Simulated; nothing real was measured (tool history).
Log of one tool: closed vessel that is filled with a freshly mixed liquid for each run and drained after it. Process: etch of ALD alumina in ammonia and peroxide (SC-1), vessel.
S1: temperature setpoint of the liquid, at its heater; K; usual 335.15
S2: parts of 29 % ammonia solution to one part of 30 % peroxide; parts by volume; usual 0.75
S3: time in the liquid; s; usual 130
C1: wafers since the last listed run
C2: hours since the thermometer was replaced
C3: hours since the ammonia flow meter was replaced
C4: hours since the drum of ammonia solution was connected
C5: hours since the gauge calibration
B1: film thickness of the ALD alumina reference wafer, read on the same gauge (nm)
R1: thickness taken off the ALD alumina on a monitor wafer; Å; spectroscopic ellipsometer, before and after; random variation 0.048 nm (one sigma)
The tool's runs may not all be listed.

run,hour,S1,S2,S3,C1,C2,C3,C4,C5,B1,R1
1,0.0,335.15,0.75,190,0,1777.5,1622.9,54.6,423.9,130.01,293.3
2,39.7,335.15,0.75,190,4379,1817.2,1662.6,94.3,463.6,130.03,292.2
3,76.6,331.65,0.75,130,4070,1854.1,1699.5,131.2,500.5,130.00,168.1
# hour 239.5: gauge calibrated
4,277.2,331.65,0.75,130,22127,2054.7,1900.1,331.8,37.7,130.01,167.7
5,334.2,331.65,0.75,130,6287,2111.7,1957.1,388.8,94.7,129.99,167.7
6,370.8,338.65,0.75,175,4037,2148.3,1993.7,425.4,131.3,129.99,322.7
# hour 384.2: ammonia flow meter replaced
7,467.8,338.65,0.75,175,10589,2245.3,83.6,522.4,228.3,130.01,321.3
8,562.0,338.65,0.75,175,10390,2339.5,177.8,616.6,322.5,129.98,320.6
9,630.5,335.15,0.75,190,7556,2408.0,246.3,685.1,391.0,129.99,292.4
10,711.7,335.15,1.15,130,8956,2489.2,327.5,766.3,472.2,129.99,209.0
11,786.8,338.65,0.75,175,8284,2564.3,402.6,841.4,547.3,130.01,321.4
12,832.6,327.65,0.95,170,5052,2610.1,448.4,887.2,593.1,129.99,181.8
# hour 842.1: new drum of ammonia solution connected
# hour 899.2: gauge calibrated
13,911.4,340.65,0.75,65,8581,2688.9,527.2,69.3,12.2,130.04,133.3
# hour 963.9: thermometer replaced
14,1009.7,343.15,1.05,80,10732,45.8,625.5,167.6,110.5,130.00,185.6
15,1092.0,335.15,0.90,65,9078,128.1,707.8,249.9,192.8,129.97,99.8
16,1186.4,331.15,1.10,130,10412,222.5,802.2,344.3,287.2,130.01,166.0
17,1224.0,335.15,0.75,130,4147,260.1,839.8,381.9,324.8,130.01,196.7

Forecast each of these 4 alternatives for the next run:
A,1224.7,335.15,0.75,130,77,260.8,840.5,382.6,325.5,?,?
B,1224.7,332.15,0.40,200,77,260.8,840.5,382.6,325.5,?,?
C,1224.7,339.15,0.75,130,77,260.8,840.5,382.6,325.5,?,?
D,1224.7,335.15,0.95,165,77,260.8,840.5,382.6,325.5,?,?

run,B1,R1
A,129.98,195.9
B,129.98,243.7
C,129.98,239.2
D,129.98,254.3
Without the tool's hidden state the same runs would have given:
run,R1
A,196.7
B,244.6
C,240.2
D,255.3

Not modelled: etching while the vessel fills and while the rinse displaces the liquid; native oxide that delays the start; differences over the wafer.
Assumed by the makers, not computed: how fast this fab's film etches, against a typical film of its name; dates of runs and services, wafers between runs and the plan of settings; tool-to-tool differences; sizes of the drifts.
